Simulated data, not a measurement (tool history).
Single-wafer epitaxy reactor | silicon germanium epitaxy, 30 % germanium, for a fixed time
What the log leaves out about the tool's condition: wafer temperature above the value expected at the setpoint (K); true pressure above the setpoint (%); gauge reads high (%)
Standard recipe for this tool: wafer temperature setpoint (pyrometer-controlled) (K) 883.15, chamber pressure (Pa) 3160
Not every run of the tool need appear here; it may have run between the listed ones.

run,day,wafer temperature setpoint (pyrometer-controlled) (K),chamber pressure (Pa),wafers since the last listed run,hours since the last pyrometer calibration,hours since the last manometer calibration,hours since the showerhead was replaced,hours since the gauge calibration,"read-back reference wafer on the same gauge, thickness_nm",mean film thickness on the monitor wafer (angstrom)
1,0,892.15,3160,0,541.1,413.7,1865.7,841.9,63.837,818.99
2,3.467,892.15,3160,1045,624.3,496.9,1948.9,925.1,63.797,817.97
3,5.6,892.15,3160,643,675.5,548.1,2000.1,976.3,63.801,822.59
4,9.496,883.15,3160,1175,769,641.6,2093.6,1069.8,63.724,710.79
5,12.683,883.15,3160,961,845.5,718.1,2170.1,1146.3,63.383,712.07
6,14.779,883.15,3160,632,895.8,768.4,2220.4,1196.6,63.352,703.82
7,18.354,883.15,3160,1078,981.6,854.2,2306.2,1282.4,63.396,710.21
8,20.004,883.15,3160,497,1021.2,893.8,2345.8,1322,63.491,710.3
9,22.288,883.15,3160,688,1076,948.6,2400.6,1376.8,63.177,707.02
10,24.838,883.15,3160,769,1137.2,1009.8,2461.8,1438,63.29,709.57
# day 25.925: pyrometer calibrated
11,29.046,883.15,3160,1168,74.9,1110.8,2562.8,1539,63.196,712.87
12,32.138,883.15,3160,932,149.1,1185,2637,1613.2,63.217,709.8
# day 34.567: capacitance manometer re-zeroed and calibrated
13,36.45,883.15,3160,1200,252.6,45.2,2740.5,1716.7,63.245,712.84
14,40.725,873.15,2680,1289,355.2,147.8,2843.1,1819.3,63.255,566.23
15,44.592,883.15,2400,1166,448,240.6,2935.9,1912.1,63.236,639.76
16,48.079,888.15,2760,1052,531.7,324.3,3019.6,1995.8,63.169,724.97
# day 49.529: showerhead replaced
17,50.942,892.15,3160,762,600.4,393,33.9,2064.5,63.234,817.4
18,54.046,875.15,2760,936,674.9,467.5,108.4,2139,63.037,593.83
19,57.333,883.15,3386,991,753.8,546.4,187.3,2217.9,63.086,717.68
20,60.45,883.15,3706,940,828.6,621.2,262.1,2292.7,63.226,747.28
# day 61.358: gauge calibrated
21,63.854,883.15,3160,1026,910.3,702.9,343.8,59.9,65.494,741.55
22,66.033,898.15,2693,657,962.6,755.2,396.1,112.2,65.352,874.09
23,69.596,883.15,3680,1074,1048.1,840.7,481.6,197.7,65.017,772.66
# day 70.812: pyrometer calibrated
24,72.592,877.15,2733,803,42.7,912.6,553.5,269.6,64.959,633.59
25,75.604,874.15,3600,908,115,984.9,625.8,341.9,64.603,662.88
26,77.538,888.15,2760,583,161.4,1031.3,672.2,388.3,64.61,743.53
27,80.883,889.15,3160,1009,241.7,1111.6,752.5,468.6,64.357,789.55
28,83.458,883.15,3160,776,303.5,1173.4,814.3,530.4,64.077,721.26
# day 86.217: capacitance manometer re-zeroed and calibrated
29,95.746,887.15,3413,3605,598.4,228.7,1109.2,825.3,63.715,782.11

What if the next run were any one of these 4? Each begins from the tool's condition after run 29:
A,95.762,883.15,3160,5,598.8,229.1,1109.6,825.7,?,?
B,95.762,868.15,2426,5,598.8,229.1,1109.6,825.7,?,?
C,95.762,888.15,3400,5,598.8,229.1,1109.6,825.7,?,?
D,95.762,877.15,3826,5,598.8,229.1,1109.6,825.7,?,?

run,"read-back reference wafer on the same gauge, thickness_nm",mean film thickness on the monitor wafer (angstrom)
A,63.625,706.58
B,63.625,507.38
C,63.625,784.17
D,63.625,688.18
Take away the tool's hidden state, keep each run's random variation, and the runs would have read:
run,mean film thickness on the monitor wafer (angstrom)
A,727.28
B,522.25
C,807.14
D,708.34
